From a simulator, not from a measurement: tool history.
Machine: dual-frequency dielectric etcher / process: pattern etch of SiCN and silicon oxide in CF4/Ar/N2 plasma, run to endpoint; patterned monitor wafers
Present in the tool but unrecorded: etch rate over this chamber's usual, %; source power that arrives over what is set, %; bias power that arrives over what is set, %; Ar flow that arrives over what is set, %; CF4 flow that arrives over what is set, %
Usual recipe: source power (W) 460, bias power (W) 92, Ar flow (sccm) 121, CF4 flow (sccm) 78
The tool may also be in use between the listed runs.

run,day,source power (W),bias power (W),Ar flow (sccm),CF4 flow (sccm),wafers since the last listed run,hours since the last wet clean,hours since the last source power generator calibration,hours since the last bias power generator calibration,hours since the last Ar flow controller change,hours since the last CF4 flow controller change,hours since the last upper electrode change,"incoming incoming film thickness, nm",endpoint time (s)
1,0.000,460,92,121,83,0,645.9,2338.9,4254.7,5037.2,3989.2,2703.9,9.89,9.4
# day 1.238: wet clean of the chamber
2,1.258,460,92,99,78,87,0.5,2369.1,4284.9,5067.4,4019.4,2734.1,9.93,9.7
3,1.275,460,92,99,78,5,0.9,2369.5,4285.3,5067.8,4019.8,2734.5,9.96,9.8
4,1.288,460,92,106,78,4,1.2,2369.8,4285.6,5068.1,4020.1,2734.8,9.87,9.8
5,1.592,460,92,106,78,103,8.5,2377.1,4292.9,5075.4,4027.4,2742.1,9.77,9.7
# day 2.108: CF4 flow controller replaced
6,2.225,460,92,106,78,129,23.7,2392.3,4308.1,5090.6,2.8,2757.3,9.80,9.7
7,2.538,400,103,121,78,105,31.2,2399.8,4315.6,5098.1,10.3,2764.8,9.98,11.2
8,3.225,460,92,121,78,232,47.7,2416.3,4332.1,5114.6,26.8,2781.3,9.83,9.9
9,3.962,530,79,121,78,249,65.4,2434.0,4349.8,5132.3,44.5,2799.0,9.91,9.0
10,4.358,460,92,121,61,134,74.9,2443.5,4359.3,5141.8,54.0,2808.5,9.92,10.6
11,5.617,520,92,121,78,426,105.1,2473.7,4389.5,5172.0,84.2,2838.7,9.95,8.8
12,5.912,510,92,121,78,100,112.2,2480.8,4396.6,5179.1,91.3,2845.8,9.91,9.0
# day 6.271: source power generator calibrated
13,6.292,340,92,121,78,72,121.3,0.5,4405.7,5188.2,100.4,2854.9,9.90,13.5
14,6.625,460,92,121,78,112,129.3,8.5,4413.7,5196.2,108.4,2862.9,9.91,9.8
# day 8.062: upper electrode replaced
15,8.083,420,92,132,78,155,164.3,43.5,4448.7,5231.2,143.4,0.5,9.96,11.0
16,8.096,460,92,121,66,4,164.6,43.8,4449.0,5231.5,143.7,0.8,9.92,10.3
17,8.192,520,92,121,92,32,166.9,46.1,4451.3,5233.8,146.0,3.1,9.87,8.4
# day 8.829: Ar flow controller replaced
# day 9.138: bias power generator calibrated
18,9.962,560,103,121,83,458,209.4,88.6,19.8,27.2,188.5,45.6,9.92,7.8
19,10.554,460,92,121,78,200,223.6,102.8,34.0,41.4,202.7,59.8,9.96,9.9
20,10.900,460,92,121,78,117,231.9,111.1,42.3,49.7,211.0,68.1,9.91,9.8
21,11.175,460,92,121,78,93,238.5,117.7,48.9,56.3,217.6,74.7,10.00,9.9
22,11.488,360,92,148,78,105,246.0,125.2,56.4,63.8,225.1,82.2,9.90,12.8
23,12.221,550,92,121,68,248,263.6,142.8,74.0,81.4,242.7,99.8,9.83,8.4
24,12.888,460,92,121,78,225,279.6,158.8,90.0,97.4,258.7,115.8,9.85,9.8
25,13.275,460,92,121,91,131,288.9,168.1,99.3,106.7,268.0,125.1,9.94,9.5

Results per run with the tool's hidden condition removed, run-to-run variation unchanged:
run,endpoint time (s)
1,9.8
2,9.7
3,9.7
4,9.8
5,9.7
6,9.7
7,11.2
8,9.9
9,9.1
10,10.6
11,8.8
12,9.1
13,13.6
14,9.9
15,11.1
16,10.4
17,8.5
18,7.9
19,10.0
20,9.9
21,10.0
22,13.0
23,8.5
24,9.9
25,9.7
